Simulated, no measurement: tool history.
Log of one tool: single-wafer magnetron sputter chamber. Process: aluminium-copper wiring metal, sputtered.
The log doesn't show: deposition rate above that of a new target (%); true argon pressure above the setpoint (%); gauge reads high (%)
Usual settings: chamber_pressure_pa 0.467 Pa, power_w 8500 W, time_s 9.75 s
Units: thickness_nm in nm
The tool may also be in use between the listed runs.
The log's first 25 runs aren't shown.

| run | day | chamber_pressure_pa | power_w | time_s | wafers since the last listed run | wafers on the sputter target | hours since the last manometer calibration | hours since the magnet pack was replaced | hours since the gauge calibration | read-back reference wafer on the same gauge, thickness_nm | thickness_nm |
|---|---|---|---|---|---|---|---|---|---|---|---|
|  | 73.612 | sputter target and shields replaced |
| 26 | 74.346 | 0.333 | 8500 | 9.75 | 2954 | 611 | 572.1 | 1347.8 | 940.2 | 133.975 | 163.562 |
| 27 | 77.783 | 0.467 | 9150 | 11.55 | 2871 | 3482 | 654.6 | 1430.3 | 1022.7 | 133.746 | 194.423 |
| 28 | 82.058 | 0.467 | 8500 | 9.75 | 3570 | 7053 | 757.2 | 1532.9 | 1125.3 | 134.025 | 152.503 |
| 29 | 84.658 | 0.566 | 9800 | 10.96 | 2171 | 9225 | 819.6 | 1595.3 | 1187.7 | 133.907 | 189.479 |
| 30 | 86.746 | 0.467 | 7550 | 7.85 | 1743 | 10968 | 869.7 | 1645.4 | 1237.8 | 134.041 | 110.149 |
| 31 | 90.45 | 0.349 | 9050 | 11.22 | 3093 | 14062 | 958.6 | 1734.3 | 1326.7 | 134.117 | 200.391 |
| 32 | 93.392 | 0.467 | 8500 | 8.73 | 2457 | 16519 | 1029.2 | 1804.9 | 1397.3 | 134.005 | 137.344 |
| 33 | 96.554 | 0.467 | 8500 | 9.75 | 2641 | 19161 | 1105.1 | 1880.8 | 1473.2 | 134.143 | 152.382 |
|  | 98.546 | sputter target and shields replaced |
| 34 | 100.988 | 0.467 | 10200 | 9.75 | 3424 | 2038 | 1211.5 | 1987.2 | 1579.6 | 133.948 | 185.735 |

Forecast each of these 4 alternatives for the next run:
| A | 101.004 | 0.467 | 8500 | 9.75 | 13 | 2052 | 1211.9 | 1987.6 | 1580 | ? | ? |
| B | 101.004 | 0.281 | 8500 | 9.75 | 13 | 2052 | 1211.9 | 1987.6 | 1580 | ? | ? |
| C | 101.004 | 0.329 | 6750 | 11.04 | 13 | 2052 | 1211.9 | 1987.6 | 1580 | ? | ? |
| D | 101.004 | 0.467 | 6400 | 9.75 | 13 | 2052 | 1211.9 | 1987.6 | 1580 | ? | ? |

| run | read-back reference wafer on the same gauge, thickness_nm | thickness_nm |
|---|---|---|
| A | 133.872 | 152.784 |
| B | 133.872 | 168.169 |
| C | 133.872 | 147.467 |
| D | 133.872 | 115.038 |
Without the tool's hidden state the same runs would have given:
| run | thickness_nm |
|---|---|
| A | 152.784 |
| B | 168.169 |
| C | 147.467 |
| D | 115.038 |
